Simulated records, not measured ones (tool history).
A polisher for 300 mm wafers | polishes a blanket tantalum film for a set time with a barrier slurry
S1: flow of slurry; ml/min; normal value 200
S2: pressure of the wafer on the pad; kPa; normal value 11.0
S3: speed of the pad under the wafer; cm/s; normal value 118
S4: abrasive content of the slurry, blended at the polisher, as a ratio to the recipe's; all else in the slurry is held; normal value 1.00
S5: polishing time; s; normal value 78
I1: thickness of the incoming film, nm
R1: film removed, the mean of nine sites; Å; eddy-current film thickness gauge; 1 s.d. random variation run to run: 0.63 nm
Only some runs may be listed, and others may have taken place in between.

| run | day | S1 | S2 | S3 | S4 | S5 | I1 | R1 |
|---|---|---|---|---|---|---|---|---|
| 1 | 0.000 | 200 | 13.1 | 118 | 1.00 | 78 | 405.9 | 1178 |
| 2 | 0.546 | 200 | 13.1 | 118 | 1.00 | 78 | 402.2 | 1170 |
| 3 | 2.025 | 200 | 13.1 | 118 | 1.00 | 78 | 401.1 | 1158 |
| 4 | 3.104 | 200 | 7.6 | 118 | 1.00 | 78 | 396.6 | 672 |
|  | 3.683 | slurry blender recalibrated |
|  | 4.038 | worn pad replaced by a new one |
| 5 | 4.325 | 200 | 11.0 | 118 | 1.00 | 78 | 400.0 | 997 |
| 6 | 5.392 | 200 | 11.0 | 118 | 1.00 | 78 | 401.9 | 1002 |
| 7 | 9.067 | 200 | 11.0 | 118 | 1.00 | 78 | 399.7 | 947 |
|  | 9.421 | slurry nozzle cleaned |
|  | 9.762 | worn pad replaced by a new one |
| 8 | 9.888 | 200 | 11.0 | 118 | 1.00 | 78 | 404.1 | 918 |
| 9 | 10.917 | 200 | 11.0 | 118 | 1.00 | 78 | 398.4 | 891 |
| 10 | 11.500 | 200 | 11.0 | 118 | 1.00 | 78 | 408.0 | 894 |
|  | 11.775 | head pressure recalibrated |
| 11 | 12.138 | 165 | 11.0 | 118 | 1.00 | 78 | 394.2 | 861 |
| 12 | 13.608 | 200 | 11.0 | 118 | 1.00 | 78 | 399.1 | 876 |
| 13 | 14.125 | 200 | 11.0 | 118 | 1.00 | 78 | 396.4 | 858 |
|  | 15.217 | worn pad replaced by a new one, repeated, since the last time left the tool worse |
| 14 | 15.271 | 200 | 11.0 | 118 | 1.00 | 78 | 407.6 | 1027 |
| 15 | 15.896 | 265 | 11.0 | 90 | 1.00 | 78 | 394.5 | 801 |
|  | 17.283 | slurry blender recalibrated |
| 16 | 17.304 | 200 | 11.0 | 118 | 1.00 | 78 | 401.2 | 993 |
| 17 | 17.821 | 200 | 11.0 | 118 | 1.00 | 78 | 399.0 | 973 |
| 18 | 19.258 | 200 | 11.0 | 118 | 0.70 | 93 | 402.4 | 1052 |
| 19 | 19.783 | 200 | 13.8 | 118 | 1.10 | 78 | 398.8 | 1242 |
| 20 | 21.062 | 200 | 11.0 | 118 | 1.00 | 78 | 399.6 | 966 |
|  | 21.962 | worn pad replaced by a new one |
| 21 | 22.421 | 200 | 14.5 | 118 | 1.00 | 90 | 398.4 | 1521 |
| 22 | 22.992 | 240 | 13.8 | 118 | 0.75 | 61 | 403.8 | 922 |
| 23 | 24.183 | 145 | 11.0 | 84 | 1.00 | 78 | 400.6 | 676 |
| 24 | 25.262 | 200 | 11.0 | 118 | 1.00 | 70 | 395.1 | 875 |
| 25 | 26.575 | 200 | 11.0 | 118 | 1.00 | 78 | 403.6 | 961 |
| 26 | 27.975 | 200 | 11.0 | 118 | 1.00 | 78 | 399.1 | 959 |
|  | 28.400 | worn pad replaced by a new one |
| 27 | 29.233 | 200 | 9.0 | 146 | 1.00 | 78 | 402.4 | 1017 |
| 28 | 29.821 | 200 | 11.0 | 118 | 1.00 | 78 | 406.2 | 996 |
|  | 30.621 | slurry blender recalibrated |
| 29 | 30.642 | 170 | 11.0 | 118 | 1.00 | 51 | 395.3 | 637 |

Alternative continuations, all from the tool just after run 29; predict every row:
| A | 30.662 | 200 | 11.0 | 118 | 0.75 | 78 | 393.8 | ? |
| B | 30.662 | 145 | 13.1 | 102 | 1.00 | 78 | 393.8 | ? |
| C | 30.662 | 260 | 11.0 | 118 | 0.90 | 78 | 393.8 | ? |
| D | 30.662 | 200 | 11.0 | 118 | 0.85 | 103 | 393.8 | ? |

| run | R1 |
|---|---|
| A | 913 |
| B | 980 |
| C | 985 |
| D | 1249 |
Stripped of hidden state, with their random variation kept, the same runs would have yielded:
| run | R1 |
|---|---|
| A | 949 |
| B | 1019 |
| C | 1024 |
| D | 1298 |

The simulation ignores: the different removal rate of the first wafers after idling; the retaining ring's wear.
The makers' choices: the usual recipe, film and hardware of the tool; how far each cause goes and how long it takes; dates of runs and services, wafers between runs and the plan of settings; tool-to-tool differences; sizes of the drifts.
